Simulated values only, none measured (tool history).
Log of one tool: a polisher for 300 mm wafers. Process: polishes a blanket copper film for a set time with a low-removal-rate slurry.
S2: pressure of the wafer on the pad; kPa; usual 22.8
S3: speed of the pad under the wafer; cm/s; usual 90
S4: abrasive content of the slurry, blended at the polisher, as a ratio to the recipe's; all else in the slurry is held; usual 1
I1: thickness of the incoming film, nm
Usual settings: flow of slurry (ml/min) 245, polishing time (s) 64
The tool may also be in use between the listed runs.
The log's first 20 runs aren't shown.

{"run": 21, "hour": 1125.6, "flow of slurry (ml/min)": 180, "S2": 22.8, "S3": 90, "S4": 1, "polishing time (s)": 47, "I1": 722.2, "film removed (nm)": 159.3}
{"run": 22, "hour": 1173.9, "flow of slurry (ml/min)": 245, "S2": 22.8, "S3": 90, "S4": 1, "polishing time (s)": 64, "I1": 718.9, "film removed (nm)": 224}
{"run": 23, "hour": 1230.0, "flow of slurry (ml/min)": 245, "S2": 22.8, "S3": 110, "S4": 0.8, "polishing time (s)": 48, "I1": 737.3, "film removed (nm)": 192.2}
{"hour": 1262.5, "done": "slurry blender recalibrated"}
{"hour": 1284.5, "done": "head pressure recalibrated"}
{"run": 24, "hour": 1285.0, "flow of slurry (ml/min)": 245, "S2": 22.8, "S3": 90, "S4": 1, "polishing time (s)": 64, "I1": 738.2, "film removed (nm)": 226.1}
{"run": 25, "hour": 1343.8, "flow of slurry (ml/min)": 305, "S2": 17.9, "S3": 90, "S4": 1, "polishing time (s)": 64, "I1": 731.2, "film removed (nm)": 178.3}
{"hour": 1383.7, "done": "slurry nozzle cleaned"}
{"run": 26, "hour": 1415.2, "flow of slurry (ml/min)": 245, "S2": 15.9, "S3": 64, "S4": 0.85, "polishing time (s)": 64, "I1": 730.6, "film removed (nm)": 107.3}
{"hour": 1420.3, "done": "worn pad replaced by a new one"}
{"run": 27, "hour": 1447.8, "flow of slurry (ml/min)": 245, "S2": 22.8, "S3": 90, "S4": 1, "polishing time (s)": 75, "I1": 720.1, "film removed (nm)": 261}
{"run": 28, "hour": 1496.5, "flow of slurry (ml/min)": 245, "S2": 29.6, "S3": 90, "S4": 1.15, "polishing time (s)": 82, "I1": 719.5, "film removed (nm)": 374.4}
{"run": 29, "hour": 1547.2, "flow of slurry (ml/min)": 245, "S2": 25.5, "S3": 90, "S4": 1.3, "polishing time (s)": 64, "I1": 732, "film removed (nm)": 255}
{"run": 30, "hour": 1611.3, "flow of slurry (ml/min)": 215, "S2": 25.5, "S3": 78, "S4": 1, "polishing time (s)": 55, "I1": 737.8, "film removed (nm)": 178.6}
{"hour": 1619.8, "done": "slurry blender recalibrated"}
{"hour": 1636.8, "done": "head pressure recalibrated"}
{"run": 31, "hour": 1659.1, "flow of slurry (ml/min)": 245, "S2": 22.8, "S3": 90, "S4": 1, "polishing time (s)": 64, "I1": 728.3, "film removed (nm)": 230.5}

Forecast each of these 3 alternatives for the next run:
{"run": "A", "hour": 1659.5, "flow of slurry (ml/min)": 245, "S2": 22.8, "S3": 90, "S4": 1.3, "polishing time (s)": 64, "I1": 724.6, "film removed (nm)": "?"}
{"run": "B", "hour": 1659.5, "flow of slurry (ml/min)": 290, "S2": 22.8, "S3": 90, "S4": 1.1, "polishing time (s)": 64, "I1": 724.6, "film removed (nm)": "?"}
{"run": "C", "hour": 1659.5, "flow of slurry (ml/min)": 245, "S2": 22.8, "S3": 90, "S4": 0.9, "polishing time (s)": 64, "I1": 724.6, "film removed (nm)": "?"}

run=A film_removed_(nm)=244.2
run=B film_removed_(nm)=238.8
run=C film_removed_(nm)=227.4
Without the tool's hidden state the same runs would have given:
run=A film_removed_(nm)=242.8
run=B film_removed_(nm)=237.4
run=C film_removed_(nm)=226.1
